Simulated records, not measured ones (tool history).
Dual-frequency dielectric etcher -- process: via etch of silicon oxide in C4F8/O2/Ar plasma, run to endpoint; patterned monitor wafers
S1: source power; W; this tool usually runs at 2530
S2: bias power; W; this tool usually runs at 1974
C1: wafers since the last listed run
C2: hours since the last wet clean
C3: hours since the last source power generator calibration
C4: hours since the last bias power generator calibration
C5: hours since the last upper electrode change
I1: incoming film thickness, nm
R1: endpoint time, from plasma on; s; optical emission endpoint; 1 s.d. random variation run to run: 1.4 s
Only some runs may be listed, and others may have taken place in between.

run,day,S1,S2,C1,C2,C3,C4,C5,I1,R1
1,0,3000,1974,0,115.4,3638.1,2794.7,4037.5,1080.8,165.6
2,1.088,2530,1974,141,141.5,3664.2,2820.8,4063.6,1078.9,176.5
3,1.921,2530,2347,108,161.5,3684.2,2840.8,4083.6,1075.8,168.9
4,3.062,2530,2347,148,188.9,3711.6,2868.2,4111,1084.5,170.6
5,3.833,2530,1816,100,207.4,3730.1,2886.7,4129.5,1071.5,178.5
6,4.475,2530,1816,83,222.8,3745.5,2902.1,4144.9,1099.1,183.7
7,5.892,2100,1974,184,256.8,3779.5,2936.1,4178.9,1070.7,188.2
8,7.362,2100,1974,191,292.1,3814.8,2971.4,4214.2,1062.1,184.4
9,8.208,2530,1974,110,312.4,3835.1,2991.7,4234.5,1074.2,175.9
10,9.208,2530,1974,130,336.4,3859.1,3015.7,4258.5,1077.7,174.8
11,9.858,2530,1974,84,352,3874.7,3031.3,4274.1,1062.4,168.8
# day 11.012: source power generator calibrated
12,11.2,2530,1974,153,384.2,4.5,3063.5,4306.3,1072.6,170.8
13,12.692,2530,1974,194,420,40.3,3099.3,4342.1,1070.8,171.1
# day 14.192: wet clean of the chamber
14,14.212,2530,1974,67,0.5,76.8,3135.8,4378.6,1069,179.1
# day 14.712: bias power generator calibrated
15,14.733,2530,1564,46,13,89.3,0.5,4391.1,1079.9,194.2
# day 17.35: upper electrode replaced
16,17.371,3110,2250,213,76.3,152.6,63.8,0.5,1070.4,157.3
17,17.888,2720,1793,67,88.7,165,76.2,12.9,1073.4,181
18,18.929,2530,1974,135,113.7,190,101.2,37.9,1063.5,175
19,19.921,2160,2234,129,137.5,213.8,125,61.7,1083.9,181.3

Estimate the outcome of run 20 from the log above:
20,20.875,2530,1537,124,160.4,236.7,147.9,84.6,1082.7,?

{"run 20": {"R1": 192.4}}
With no hidden state in the tool, this same run would have given R1 195.3 s.
